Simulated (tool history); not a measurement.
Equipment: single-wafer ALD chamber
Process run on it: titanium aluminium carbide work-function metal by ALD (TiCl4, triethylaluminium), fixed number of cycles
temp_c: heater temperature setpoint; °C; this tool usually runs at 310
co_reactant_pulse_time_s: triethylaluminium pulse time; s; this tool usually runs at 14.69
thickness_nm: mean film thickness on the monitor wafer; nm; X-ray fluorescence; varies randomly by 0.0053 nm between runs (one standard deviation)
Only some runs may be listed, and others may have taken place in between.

run	day	temp_c	co_reactant_pulse_time_s	read-back reference wafer on the same gauge, thickness_nm	thickness_nm
1	0.000	310	14.69	1.910	2.132
2	0.350	310	11.67	1.911	2.118
3	1.071	305	12.95	1.909	2.073
4	1.417	310	16.44	1.910	2.133
5	1.892	310	16.44	1.911	2.138
6	2.142	320	16.59	1.910	2.244
7	2.433	310	14.69	1.910	2.134
8	2.708	310	14.69	1.910	2.132
9	3.421	310	14.69	1.909	2.136
10	4.117	310	14.69	1.909	2.134
11	4.479	310	14.69	1.910	2.134
12	5.217	310	14.69	1.910	2.136
13	5.558	310	14.69	1.909	2.128
# day 6.096: gauge calibrated
14	6.125	310	14.69	1.910	2.131
15	6.833	310	14.69	1.910	2.134
16	7.512	310	14.69	1.910	2.137
17	8.038	310	14.69	1.910	2.127
18	8.358	320	16.23	1.910	2.242
19	8.642	310	11.19	1.910	2.115
20	9.104	320	16.23	1.909	2.243
21	9.612	300	18.08	1.909	2.031
22	10.350	310	14.69	1.909	2.131
23	11.042	296	17.91	1.911	1.999
# day 11.575: thermocouple changed; heater temperature recalibrated
# day 11.921: triethylaluminium bottle replaced
24	11.942	322	11.42	1.910	2.237
25	12.208	310	14.69	1.910	2.134
# day 12.938: showerhead replaced
26	12.958	298	13.18	1.910	2.003
27	13.475	314	19.14	1.909	2.187
28	14.079	310	11.03	1.910	2.120
29	14.692	310	14.69	1.909	2.139
30	15.008	314	11.07	1.910	2.151
31	15.704	316	18.29	1.909	2.208
# day 15.892: gauge calibrated
32	16.242	297	12.06	1.911	1.995
33	16.975	310	18.72	1.910	2.145

Here are 4 independent what-if runs from the current tool condition. What would each one return?
A	16.992	310	19.71	?	?
B	16.992	297	14.69	?	?
C	16.992	318	13.19	?	?
D	16.992	296	20.43	?	?

run	read-back reference wafer on the same gauge, thickness_nm	thickness_nm
A	1.910	2.153
B	1.910	2.011
C	1.910	2.219
D	1.910	2.010
What these runs would have given with no unlogged condition in the tool:
run	thickness_nm
A	2.153
B	2.011
C	2.219
D	2.010

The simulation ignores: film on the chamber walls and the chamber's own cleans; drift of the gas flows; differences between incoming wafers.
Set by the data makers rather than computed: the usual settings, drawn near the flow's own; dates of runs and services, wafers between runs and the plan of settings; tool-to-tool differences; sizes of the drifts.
